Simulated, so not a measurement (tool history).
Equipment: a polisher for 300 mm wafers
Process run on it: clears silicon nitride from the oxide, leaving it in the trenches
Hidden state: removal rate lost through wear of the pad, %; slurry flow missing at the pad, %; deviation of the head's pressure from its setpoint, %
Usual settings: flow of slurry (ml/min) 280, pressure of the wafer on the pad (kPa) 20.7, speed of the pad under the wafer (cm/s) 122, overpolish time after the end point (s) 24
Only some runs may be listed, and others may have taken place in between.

run    hour  flow of slurry (ml/min)  pressure of the wafer on the pad (kPa)  speed of the pad under the wafer (cm/s)  overpolish time after the end point (s)  wafers since the last listed run  wafers polished on this pad  hours since the slurry nozzle was cleaned  hours since the head pressure was calibrated  incoming thickness of the incoming film, nm  time until the end point was called (s)
  1     0.0                      280                                    20.7                                      122                                       14                                 0                         1105                                      213.9                                         471.9                                        109.5                                    115.0
       72.6  -- worn pad replaced by a new one
  2    73.1                      280                                    20.7                                      122                                       14                               422                            3                                      287.0                                         545.0                                        108.3                                    110.1
  3   118.1                      280                                    20.7                                      122                                       14                               274                          278                                      332.0                                         590.0                                        108.5                                    111.2
      170.2  -- head pressure recalibrated
  4   203.0                      280                                    20.7                                      122                                       24                               506                          784                                      416.9                                          32.8                                        110.2                                    117.2
  5   239.5                      280                                    20.7                                      122                                       24                               222                         1007                                      453.4                                          69.3                                        108.6                                    115.4
      295.1  -- worn pad replaced by a new one
  6   301.8                      280                                    20.7                                       90                                       33                               356                           41                                      515.7                                         131.6                                        110.0                                    153.8
  7   339.8                      280                                    20.7                                       90                                       33                               232                          273                                      553.7                                         169.6                                        110.3                                    150.5
  8   390.0                      280                                    20.7                                      122                                       30                               306                          579                                      603.9                                         219.8                                        109.9                                    116.1
  9   438.1                      280                                    20.7                                      122                                       24                               293                          873                                      652.0                                         267.9                                        109.4                                    117.1
 10   508.7                      280                                    20.7                                      140                                       28                               431                         1304                                      722.6                                         338.5                                        110.1                                    106.3
      517.5  -- slurry nozzle cleaned
      520.7  -- worn pad replaced by a new one
 11   597.2                      250                                    15.9                                      122                                       29                               514                          467                                       79.7                                         427.0                                        110.9                                    136.1
 12   658.5                      280                                    20.7                                      140                                       28                               374                          841                                      141.0                                         488.3                                        111.9                                    102.1
      743.3  -- worn pad replaced by a new one
 13   744.0                      350                                    20.7                                      108                                       24                               497                            4                                      226.5                                         573.8                                        110.2                                    126.0
      799.1  -- head pressure recalibrated
 14   850.7                      280                                    24.1                                      138                                       15                               639                          643                                      333.2                                          51.6                                        111.3                                     91.5
 15   895.0                      280                                    20.7                                      122                                       24                               270                          914                                      377.5                                          95.9                                        108.5                                    113.6
      966.9  -- worn pad replaced by a new one
 16   984.2                      280                                    20.7                                      122                                       24                               520                          105                                      466.7                                         185.1                                        109.1                                    115.8
 17  1089.0                      365                                    20.7                                      140                                       24                               640                          745                                      571.5                                         289.9                                        107.5                                    100.5
 18  1143.1                      280                                    20.7                                       86                                       35                               330                         1076                                      625.6                                         344.0                                        109.4                                    158.9

What if the next run were any one of these 5? Each begins from the tool's condition after run 18:
  A  1143.6                      280                                    15.9                                      122                                       24                                 3                         1079                                      626.1                                         344.5                                        108.4                                        ?
  B  1143.6                      235                                    20.7                                       80                                       24                                 3                         1079                                      626.1                                         344.5                                        108.4                                        ?
  C  1143.6                      280                                    20.7                                      122                                       15                                 3                         1079                                      626.1                                         344.5                                        108.4                                        ?
  D  1143.6                      375                                    17.9                                      122                                       24                                 3                         1079                                      626.1                                         344.5                                        108.4                                        ?
  E  1143.6                      335                                    20.7                                      122                                       29                                 3                         1079                                      626.1                                         344.5                                        108.4                                        ?

run  time until the end point was called (s)
  A                                    134.4
  B                                    170.8
  C                                    114.9
  D                                    121.0
  E                                    112.3
Had the tool no hidden state, the same runs would have come out as:
run  time until the end point was called (s)
  A                                    128.8
  B                                    162.4
  C                                    110.1
  D                                    117.2
  E                                    108.4
